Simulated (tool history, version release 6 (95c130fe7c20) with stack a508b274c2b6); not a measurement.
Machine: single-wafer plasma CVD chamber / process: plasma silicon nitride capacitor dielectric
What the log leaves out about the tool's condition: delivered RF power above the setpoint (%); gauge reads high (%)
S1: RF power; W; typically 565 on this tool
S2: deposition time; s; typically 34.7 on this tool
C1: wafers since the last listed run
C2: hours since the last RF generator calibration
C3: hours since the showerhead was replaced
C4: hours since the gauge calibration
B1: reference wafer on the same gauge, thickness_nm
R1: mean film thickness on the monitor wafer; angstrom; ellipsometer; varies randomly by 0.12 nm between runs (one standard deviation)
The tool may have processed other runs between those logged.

run	hour	S1	S2	C1	C2	C3	C4	B1	R1
1	0	565	34.7	0	1294.8	1732.1	301.1	64.925	556.38
2	99.4	565	34.7	1959	1394.2	1831.5	400.5	64.899	556.57
3	199.5	565	34.7	1973	1494.3	1931.6	500.6	64.927	556.58
4	286.7	565	32.5	1719	1581.5	2018.8	587.8	64.895	519.4
5	352	565	32.5	1287	1646.8	2084.1	653.1	64.919	517.27
6	409.8	565	32.5	1139	1704.6	2141.9	710.9	64.926	518.74
7	459	565	32.1	970	1753.8	2191.1	760.1	64.919	513.27
8	502.4	565	32.1	855	1797.2	2234.5	803.5	64.897	511.61
9	541.6	565	34.7	772	1836.4	2273.7	842.7	64.883	552.86
10	628.6	565	34.7	1715	1923.4	2360.7	929.7	64.908	552.26
11	719.9	565	34.7	1800	2014.7	2452	1021	64.941	552.4
# hour 833.4: gauge calibrated
# hour 900.1: showerhead replaced, of another model than before
12	971.8	565	34.7	4808	2266.6	71.7	138.4	64.949	541.83
13	1060.6	565	34.7	1750	2355.4	160.5	227.2	64.899	539.55
# hour 1078.3: RF generator calibrated
14	1166.8	460	34.7	1936	88.5	266.7	333.4	64.898	510.91
15	1225.6	565	34.7	1159	147.3	325.5	392.2	64.89	558.63
16	1301.7	505	30.6	1500	223.4	401.6	468.3	64.928	469.39
17	1381.6	510	38.7	1575	303.3	481.5	548.2	64.919	594.98
18	1430	565	34.7	954	351.7	529.9	596.6	64.928	557.59
19	1472.6	625	39.8	839	394.3	572.5	639.2	64.945	665.14
20	1565.9	565	34.7	1839	487.6	665.8	732.5	64.928	556.89
21	1645.1	530	38.7	1561	566.8	745	811.7	64.848	604.09
22	1682.2	625	38.2	731	603.9	782.1	848.8	64.952	638.07
23	1752.4	505	30.6	1384	674.1	852.3	919	64.883	468.54
# hour 1955.7: gauge calibrated
24	1980.1	565	34.7	4489	901.8	1080	24.4	64.888	557.01
25	2067.6	625	28.4	1725	989.3	1167.5	111.9	64.899	472.39
26	2167	670	34.7	1959	1088.7	1266.9	211.3	64.829	593.91

For some of the steps in R1 from one run to the next: how much would appear even if the tool had no hidden state, given the settings, what came in and random variation, and how much remains for the hidden state plus any gauge scatter that the measured result and the result without hidden state don't share?
Run 11 -> 12: gauge calibrated, showerhead replaced, of another model than before. R1 -10.57 angstrom: hidden state -9.9, all else -0.67.
Run 13 -> 14: S1 565 -> 460, RF generator calibrated. R1 -28.64 angstrom: hidden state +18.19, all else -46.83.
Run 16 -> 17: S1 505 -> 510, S2 30.6 -> 38.7. R1 +125.59 angstrom: hidden state -0.57, all else +126.16.
Run 22 -> 23: S1 625 -> 505, S2 38.2 -> 30.6. R1 -169.53 angstrom: hidden state +0.65, all else -170.18.
